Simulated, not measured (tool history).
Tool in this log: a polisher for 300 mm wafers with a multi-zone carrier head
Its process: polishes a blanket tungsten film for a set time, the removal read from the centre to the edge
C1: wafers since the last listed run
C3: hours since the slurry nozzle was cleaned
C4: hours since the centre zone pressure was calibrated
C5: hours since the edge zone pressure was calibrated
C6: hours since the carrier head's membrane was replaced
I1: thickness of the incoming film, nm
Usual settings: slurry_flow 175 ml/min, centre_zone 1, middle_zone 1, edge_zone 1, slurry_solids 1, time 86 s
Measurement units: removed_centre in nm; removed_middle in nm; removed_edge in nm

Run 1, hour 0: usual settings but time 105 s; C1 0; wafers polished on this pad 908; C3 244.8; C4 283; C5 301.1; C6 61.9; I1 1045.2. Result: removed_centre 379.8 nm, removed_middle 376 nm, removed_edge 396.2 nm.
Run 2, hour 38.9: usual settings but slurry_flow 125 ml/min, slurry_solids 0.8; C1 289; wafers polished on this pad 1197; C3 283.7; C4 321.9; C5 340; C6 100.8; I1 1052.4. Result: removed_centre 280 nm, removed_middle 277.1 nm, removed_edge 291.6 nm.
Run 3, hour 117.7: usual settings but centre_zone 0.91, middle_zone 1.05; C1 586; wafers polished on this pad 1784; C3 362.5; C4 400.7; C5 418.8; C6 179.6; I1 1038.6. Result: removed_centre 286.6 nm, removed_middle 321.5 nm, removed_edge 323.6 nm.
Run 4, hour 200.7: usual settings but slurry_flow 210 ml/min, slurry_solids 0.9, time 64 s; C1 617; wafers polished on this pad 2401; C3 445.5; C4 483.7; C5 501.8; C6 262.6; I1 1043.2. Result: removed_centre 233.1 nm, removed_middle 224.5 nm, removed_edge 241.1 nm.
Run 5, hour 264.1: usual settings but slurry_solids 0.8, time 71 s; C1 471; wafers polished on this pad 2873; C3 508.9; C4 547.1; C5 565.2; C6 326; I1 1033. Result: removed_centre 244.5 nm, removed_middle 242.4 nm, removed_edge 250.7 nm.
Run 6, hour 350.9: usual settings but slurry_flow 225 ml/min, centre_zone 0.9, middle_zone 0.93, time 63 s; C1 645; wafers polished on this pad 3519; C3 595.7; C4 633.9; C5 652; C6 412.8; I1 1043.7. Result: removed_centre 208 nm, removed_middle 216.7 nm, removed_edge 241.4 nm.
At hour 393.5: slurry nozzle cleaned.
Run 7, hour 405.8: usual settings but slurry_solids 0.8, time 71 s; C1 401; wafers polished on this pad 3920; C3 12.3; C4 688.8; C5 706.9; C6 467.7; I1 1050.8. Result: removed_centre 251.1 nm, removed_middle 248 nm, removed_edge 254.8 nm.
Run 8, hour 477.3: usual settings but slurry_flow 195 ml/min, centre_zone 0.96, slurry_solids 1.2, time 64 s; C1 532; wafers polished on this pad 4452; C3 83.8; C4 760.3; C5 778.4; C6 539.2; I1 1034.2. Result: removed_centre 240.2 nm, removed_middle 247.2 nm, removed_edge 254.5 nm.
Run 9, hour 578: usual settings but middle_zone 1.11, edge_zone 0.9; C1 749; wafers polished on this pad 5202; C3 184.5; C4 861; C5 879.1; C6 639.9; I1 1046.1. Result: removed_centre 322.5 nm, removed_middle 342.3 nm, removed_edge 309.2 nm.
At hour 620.8: worn pad replaced by a new one.
Run 10, hour 668.5: usual settings; C1 643; wafers polished on this pad 354; C3 275; C4 951.5; C5 969.6; C6 730.4; I1 1048.7. Result: removed_centre 314 nm, removed_middle 309.4 nm, removed_edge 317.6 nm.
Run 11, hour 755: usual settings; C1 643; wafers polished on this pad 998; C3 361.5; C4 1038; C5 1056.1; C6 816.9; I1 1038.2. Result: removed_centre 311.6 nm, removed_middle 311.6 nm, removed_edge 325.5 nm.
At hour 765.5: edge zone pressure recalibrated.
At hour 791.1: centre zone pressure recalibrated.
Run 12, hour 829.9: usual settings but centre_zone 0.93, edge_zone 1.06; C1 527; wafers polished on this pad 1525; C3 436.4; C4 38.8; C5 64.4; C6 891.8; I1 1044.4. Result: removed_centre 282.5 nm, removed_middle 309.2 nm, removed_edge 332.1 nm.
Run 13, hour 929.5: usual settings; C1 741; wafers polished on this pad 2267; C3 536; C4 138.4; C5 164; C6 991.4; I1 1037.5. Result: removed_centre 313.8 nm, removed_middle 299.2 nm, removed_edge 319.5 nm.
Run 14, hour 997.2: usual settings but slurry_flow 125 ml/min, middle_zone 1.08, edge_zone 1.05; C1 503; wafers polished on this pad 2770; C3 603.7; C4 206.1; C5 231.7; C6 1059.1; I1 1022.8. Result: removed_centre 281.8 nm, removed_middle 297.2 nm, removed_edge 311.2 nm.
Run 15, hour 1065.3: usual settings but slurry_flow 230 ml/min, centre_zone 1.06; C1 506; wafers polished on this pad 3277; C3 671.8; C4 274.2; C5 299.8; C6 1127.2; I1 1043.8. Result: removed_centre 343.8 nm, removed_middle 313.9 nm, removed_edge 330.2 nm.
At hour 1137.5: slurry nozzle cleaned.
Run 16, hour 1149.9: usual settings but slurry_flow 150 ml/min, middle_zone 1.11, edge_zone 1.11, time 59 s; C1 622; wafers polished on this pad 3899; C3 12.4; C4 358.8; C5 384.4; C6 1211.8; I1 1058.1. Result: removed_centre 212.6 nm, removed_middle 225.8 nm, removed_edge 228.7 nm.
Run 17, hour 1220.3: usual settings but centre_zone 1.05, middle_zone 1.12; C1 523; wafers polished on this pad 4423; C3 82.8; C4 429.2; C5 454.8; C6 1282.2; I1 1037.1. Result: removed_centre 332.8 nm, removed_middle 339.1 nm, removed_edge 324.8 nm.
Run 18, hour 1317.2: usual settings but centre_zone 0.94, edge_zone 0.88; C1 721; wafers polished on this pad 5144; C3 179.7; C4 526.1; C5 551.7; C6 1379.1; I1 1022.5. Result: removed_centre 291.8 nm, removed_middle 314.9 nm, removed_edge 302.4 nm.
At hour 1326.6: carrier head's membrane replaced by a new one.
At hour 1369.4: worn pad replaced by a new one.
Run 19, hour 1420.7: usual settings but slurry_flow 155 ml/min; C1 703; wafers polished on this pad 382; C3 283.2; C4 629.6; C5 655.2; C6 94.1; I1 1051.5. Result: removed_centre 307.1 nm, removed_middle 308.3 nm, removed_edge 320.6 nm.
Run 20, hour 1512.1: usual settings; C1 680; wafers polished on this pad 1062; C3 374.6; C4 721; C5 746.6; C6 185.5; I1 1051.3. Result: removed_centre 313.4 nm, removed_middle 311 nm, removed_edge 322.4 nm.
Run 21, hour 1576.5: usual settings; C1 479; wafers polished on this pad 1541; C3 439; C4 785.4; C5 811; C6 249.9; I1 1064.5. Result: removed_centre 311.8 nm, removed_middle 302.8 nm, removed_edge 319 nm.

What if the next run were any one of these 4? Each begins from the tool's condition after run 21:
Run A, hour 1577: usual settings but slurry_solids 1.1; C1 3; wafers polished on this pad 1545; C3 439.5; C4 785.9; C5 811.5; C6 250.4; I1 1036.7. Result: removed_centre ?, removed_middle ?, removed_edge ?.
Run B, hour 1577: usual settings but middle_zone 1.1; C1 3; wafers polished on this pad 1545; C3 439.5; C4 785.9; C5 811.5; C6 250.4; I1 1036.7. Result: removed_centre ?, removed_middle ?, removed_edge ?.
Run C, hour 1577: usual settings but slurry_flow 230 ml/min, middle_zone 0.92, time 60 s; C1 3; wafers polished on this pad 1545; C3 439.5; C4 785.9; C5 811.5; C6 250.4; I1 1036.7. Result: removed_centre ?, removed_middle ?, removed_edge ?.
Run D, hour 1577: usual settings but slurry_flow 150 ml/min, middle_zone 1.06, slurry_solids 0.85; C1 3; wafers polished on this pad 1545; C3 439.5; C4 785.9; C5 811.5; C6 250.4; I1 1036.7. Result: removed_centre ?, removed_middle ?, removed_edge ?.

run  removed_centre  removed_middle  removed_edge
  A           316.9           310.2         325.2
  B           310.7           329.6         318.2
  C           226.9           206.2         229.4
  D           290.8           300.2         301.7
Without the tool's hidden state the same runs would have given:
run  removed_centre  removed_middle  removed_edge
  A           324.6             317         330.3
  B           318.3           336.8         323.2
  C           231.2           209.6         232.3
  D           299.1           307.7           307
